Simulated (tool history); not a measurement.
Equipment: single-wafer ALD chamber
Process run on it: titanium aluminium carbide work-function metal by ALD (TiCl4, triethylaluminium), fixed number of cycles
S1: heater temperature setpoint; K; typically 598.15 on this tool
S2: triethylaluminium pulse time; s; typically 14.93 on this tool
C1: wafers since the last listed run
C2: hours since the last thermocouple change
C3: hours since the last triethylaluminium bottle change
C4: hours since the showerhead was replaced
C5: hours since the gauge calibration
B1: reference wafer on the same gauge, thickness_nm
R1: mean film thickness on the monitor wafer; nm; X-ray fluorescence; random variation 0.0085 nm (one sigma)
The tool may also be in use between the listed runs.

{"run": 1, "hour": 0.0, "S1": 589.15, "S2": 14.93, "C1": 0, "C2": 1939.9, "C3": 126.7, "C4": 2583.3, "C5": 1482.2, "B1": 2.008, "R1": 2.232}
{"run": 2, "hour": 55.7, "S1": 589.15, "S2": 14.93, "C1": 572, "C2": 1995.6, "C3": 182.4, "C4": 2639.0, "C5": 1537.9, "B1": 2.012, "R1": 2.231}
{"run": 3, "hour": 123.7, "S1": 598.15, "S2": 14.93, "C1": 698, "C2": 2063.6, "C3": 250.4, "C4": 2707.0, "C5": 1605.9, "B1": 2.009, "R1": 2.303}
{"run": 4, "hour": 179.1, "S1": 598.15, "S2": 14.93, "C1": 569, "C2": 2119.0, "C3": 305.8, "C4": 2762.4, "C5": 1661.3, "B1": 2.007, "R1": 2.292}
{"run": 5, "hour": 232.7, "S1": 598.15, "S2": 14.93, "C1": 550, "C2": 2172.6, "C3": 359.4, "C4": 2816.0, "C5": 1714.9, "B1": 2.012, "R1": 2.307}
{"run": 6, "hour": 281.9, "S1": 598.15, "S2": 14.93, "C1": 505, "C2": 2221.8, "C3": 408.6, "C4": 2865.2, "C5": 1764.1, "B1": 2.012, "R1": 2.287}
{"run": 7, "hour": 307.3, "S1": 598.15, "S2": 14.93, "C1": 261, "C2": 2247.2, "C3": 434.0, "C4": 2890.6, "C5": 1789.5, "B1": 2.012, "R1": 2.28}
{"run": 8, "hour": 362.1, "S1": 605.15, "S2": 13.31, "C1": 563, "C2": 2302.0, "C3": 488.8, "C4": 2945.4, "C5": 1844.3, "B1": 2.008, "R1": 2.274}
{"run": 9, "hour": 412.8, "S1": 605.15, "S2": 13.31, "C1": 521, "C2": 2352.7, "C3": 539.5, "C4": 2996.1, "C5": 1895.0, "B1": 2.009, "R1": 2.252}
{"run": 10, "hour": 453.8, "S1": 598.15, "S2": 17.83, "C1": 421, "C2": 2393.7, "C3": 580.5, "C4": 3037.1, "C5": 1936.0, "B1": 2.014, "R1": 2.321}
{"run": 11, "hour": 507.9, "S1": 606.15, "S2": 16.24, "C1": 556, "C2": 2447.8, "C3": 634.6, "C4": 3091.2, "C5": 1990.1, "B1": 2.01, "R1": 2.359}
{"run": 12, "hour": 532.1, "S1": 606.15, "S2": 16.24, "C1": 248, "C2": 2472.0, "C3": 658.8, "C4": 3115.4, "C5": 2014.3, "B1": 2.005, "R1": 2.365}
{"run": 13, "hour": 556.3, "S1": 606.15, "S2": 16.24, "C1": 248, "C2": 2496.2, "C3": 683.0, "C4": 3139.6, "C5": 2038.5, "B1": 2.013, "R1": 2.362}
{"run": 14, "hour": 605.3, "S1": 598.15, "S2": 14.93, "C1": 503, "C2": 2545.2, "C3": 732.0, "C4": 3188.6, "C5": 2087.5, "B1": 2.011, "R1": 2.233}
{"hour": 643.6, "done": "gauge calibrated"}
{"run": 15, "hour": 672.3, "S1": 598.15, "S2": 14.93, "C1": 688, "C2": 2612.2, "C3": 799.0, "C4": 3255.6, "C5": 28.7, "B1": 2.009, "R1": 2.229}
{"run": 16, "hour": 740.1, "S1": 598.15, "S2": 14.93, "C1": 696, "C2": 2680.0, "C3": 866.8, "C4": 3323.4, "C5": 96.5, "B1": 2.006, "R1": 2.225}
{"run": 17, "hour": 781.3, "S1": 598.15, "S2": 14.93, "C1": 423, "C2": 2721.2, "C3": 908.0, "C4": 3364.6, "C5": 137.7, "B1": 2.013, "R1": 2.214}
{"run": 18, "hour": 828.3, "S1": 608.15, "S2": 9.36, "C1": 483, "C2": 2768.2, "C3": 955.0, "C4": 3411.6, "C5": 184.7, "B1": 2.009, "R1": 1.63}
{"run": 19, "hour": 860.1, "S1": 584.15, "S2": 14.93, "C1": 326, "C2": 2800.0, "C3": 986.8, "C4": 3443.4, "C5": 216.5, "B1": 2.009, "R1": 2.052}
{"run": 20, "hour": 919.1, "S1": 610.15, "S2": 19.85, "C1": 606, "C2": 2859.0, "C3": 1045.8, "C4": 3502.4, "C5": 275.5, "B1": 2.009, "R1": 2.417}
{"run": 21, "hour": 962.2, "S1": 598.15, "S2": 14.93, "C1": 442, "C2": 2902.1, "C3": 1088.9, "C4": 3545.5, "C5": 318.6, "B1": 2.013, "R1": 2.2}
{"hour": 1003.5, "done": "showerhead replaced"}
{"hour": 1018.7, "done": "thermocouple changed; heater temperature recalibrated"}
{"run": 22, "hour": 1029.5, "S1": 590.15, "S2": 18.2, "C1": 527, "C2": 10.8, "C3": 1156.2, "C4": 26.0, "C5": 385.9, "B1": 2.013, "R1": 2.264}
{"run": 23, "hour": 1060.9, "S1": 610.15, "S2": 14.93, "C1": 322, "C2": 42.2, "C3": 1187.6, "C4": 57.4, "C5": 417.3, "B1": 2.008, "R1": 2.382}
{"run": 24, "hour": 1122.1, "S1": 598.15, "S2": 14.93, "C1": 629, "C2": 103.4, "C3": 1248.8, "C4": 118.6, "C5": 478.5, "B1": 2.008, "R1": 2.252}
{"run": 25, "hour": 1150.6, "S1": 613.15, "S2": 18.16, "C1": 292, "C2": 131.9, "C3": 1277.3, "C4": 147.1, "C5": 507.0, "B1": 2.009, "R1": 2.498}
{"run": 26, "hour": 1208.1, "S1": 588.15, "S2": 20.44, "C1": 590, "C2": 189.4, "C3": 1334.8, "C4": 204.6, "C5": 564.5, "B1": 2.008, "R1": 2.25}
{"run": 27, "hour": 1239.1, "S1": 598.15, "S2": 14.93, "C1": 318, "C2": 220.4, "C3": 1365.8, "C4": 235.6, "C5": 595.5, "B1": 2.009, "R1": 2.25}
{"run": 28, "hour": 1299.0, "S1": 598.15, "S2": 14.93, "C1": 615, "C2": 280.3, "C3": 1425.7, "C4": 295.5, "C5": 655.4, "B1": 2.012, "R1": 2.245}
{"hour": 1338.5, "done": "triethylaluminium bottle replaced"}
{"run": 29, "hour": 1339.0, "S1": 598.15, "S2": 19.18, "C1": 328, "C2": 320.3, "C3": 0.5, "C4": 335.5, "C5": 695.4, "B1": 2.01, "R1": 2.392}
{"run": 30, "hour": 1402.6, "S1": 598.15, "S2": 14.93, "C1": 653, "C2": 383.9, "C3": 64.1, "C4": 399.1, "C5": 759.0, "B1": 2.01, "R1": 2.378}
{"run": 31, "hour": 1445.2, "S1": 598.15, "S2": 14.93, "C1": 437, "C2": 426.5, "C3": 106.7, "C4": 441.7, "C5": 801.6, "B1": 2.012, "R1": 2.358}
{"run": 32, "hour": 1475.3, "S1": 598.15, "S2": 17.18, "C1": 309, "C2": 456.6, "C3": 136.8, "C4": 471.8, "C5": 831.7, "B1": 2.01, "R1": 2.371}
{"run": 33, "hour": 1666.1, "S1": 587.15, "S2": 14.93, "C1": 1961, "C2": 647.4, "C3": 327.6, "C4": 662.6, "C5": 1022.5, "B1": 2.012, "R1": 2.231}
{"run": 34, "hour": 1730.0, "S1": 608.15, "S2": 14.93, "C1": 656, "C2": 711.3, "C3": 391.5, "C4": 726.5, "C5": 1086.4, "B1": 2.01, "R1": 2.444}

What was the tool's hidden state at every run in the log?
gauge reads high (%): 0 across all the runs
H1: wafer temperature above the value expected at the setpoint (K)
H2: triethylaluminium dose above that of a fresh bottle (%)
run=1 H1=-3.2 H2=-10.1
run=2 H1=-3.36 H2=-12
run=3 H1=-3.57 H2=-14.1
run=4 H1=-3.74 H2=-15.6
run=5 H1=-3.91 H2=-16.9
run=6 H1=-4.07 H2=-18
run=7 H1=-4.15 H2=-18.5
run=8 H1=-4.33 H2=-19.5
run=9 H1=-4.51 H2=-20.3
run=10 H1=-4.65 H2=-20.9
run=11 H1=-4.84 H2=-21.6
run=12 H1=-4.93 H2=-21.9
run=13 H1=-5.02 H2=-22.2
run=14 H1=-5.2 H2=-22.7
run=15 H1=-5.46 H2=-23.3
run=16 H1=-5.72 H2=-23.9
run=17 H1=-5.88 H2=-24.2
run=18 H1=-6.07 H2=-24.5
run=19 H1=-6.2 H2=-24.7
run=20 H1=-6.45 H2=-25
run=21 H1=-6.63 H2=-25.2
run=22 H1=-0.226 H2=-25.5
run=23 H1=-0.227 H2=-25.6
run=24 H1=-0.234 H2=-25.8
run=25 H1=-0.239 H2=-25.9
run=26 H1=-0.252 H2=-26.1
run=27 H1=-0.262 H2=-26.2
run=28 H1=-0.284 H2=-26.3
run=29 H1=-0.302 H2=-0.887
run=30 H1=-0.335 H2=-3.8
run=31 H1=-0.36 H2=-5.54
run=32 H1=-0.38 H2=-6.67
run=33 H1=-0.535 H2=-12.4
run=34 H1=-0.599 H2=-13.8
